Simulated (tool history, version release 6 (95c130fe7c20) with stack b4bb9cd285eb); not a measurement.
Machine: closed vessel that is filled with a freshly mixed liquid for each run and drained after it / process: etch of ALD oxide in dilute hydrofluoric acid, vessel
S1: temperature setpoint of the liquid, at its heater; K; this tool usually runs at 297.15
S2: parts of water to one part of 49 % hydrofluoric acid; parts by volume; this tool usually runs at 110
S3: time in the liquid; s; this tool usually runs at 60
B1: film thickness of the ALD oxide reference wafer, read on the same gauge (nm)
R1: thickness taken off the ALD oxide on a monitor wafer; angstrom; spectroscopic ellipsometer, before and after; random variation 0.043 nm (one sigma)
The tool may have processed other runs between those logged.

run	hour	S1	S2	S3	B1	R1
1	0	297.15	110	40	49.98	85.7
2	17.5	297.15	110	40	50.01	86.2
3	49.1	297.15	110	40	49.99	86.2
4	146.3	297.15	145	35	49.96	55
5	167.8	297.15	145	35	49.99	55
6	186.1	297.15	110	35	50.01	75.8
7	208	297.15	130	60	49.99	107.3
8	227.3	297.15	110	60	50	130
# hour 253.2: gauge calibrated
9	261.6	297.15	110	60	50	130.5
# hour 281.9: hydrofluoric acid flow meter replaced
10	292.8	297.15	110	60	50	130.8
11	315.7	298.65	150	90	49.99	144.5
# hour 317: thermometer replaced
12	344.1	295.15	110	80	49.98	164.6
13	357.2	297.15	110	60	50	133.3
14	379.9	300.15	150	90	49.99	156.1
# hour 390.8: thermometer replaced, repeated, since the last time left the tool worse
15	402.5	297.15	125	60	50.02	108.4
16	423.8	297.15	110	60	50.03	125
17	452.7	297.15	80	90	49.96	269.6
18	499.8	297.15	125	45	49.99	81.6
19	534.1	293.15	135	80	50.01	113.1

5 options for the next run, each taken on its own from the tool as it stands now. Forecast them:
A	534.8	298.65	110	60	?	?
B	534.8	292.15	135	70	?	?
C	534.8	292.15	155	85	?	?
D	534.8	298.65	160	35	?	?
E	534.8	294.15	145	45	?	?

run	B1	R1
A	49.99	134.2
B	49.99	95.9
C	49.99	99.4
D	49.99	50.6
E	49.99	61.5
With no hidden state in the tool, these same runs would have given:
run	R1
A	131.9
B	94.2
C	97.6
D	49.8
E	60.4
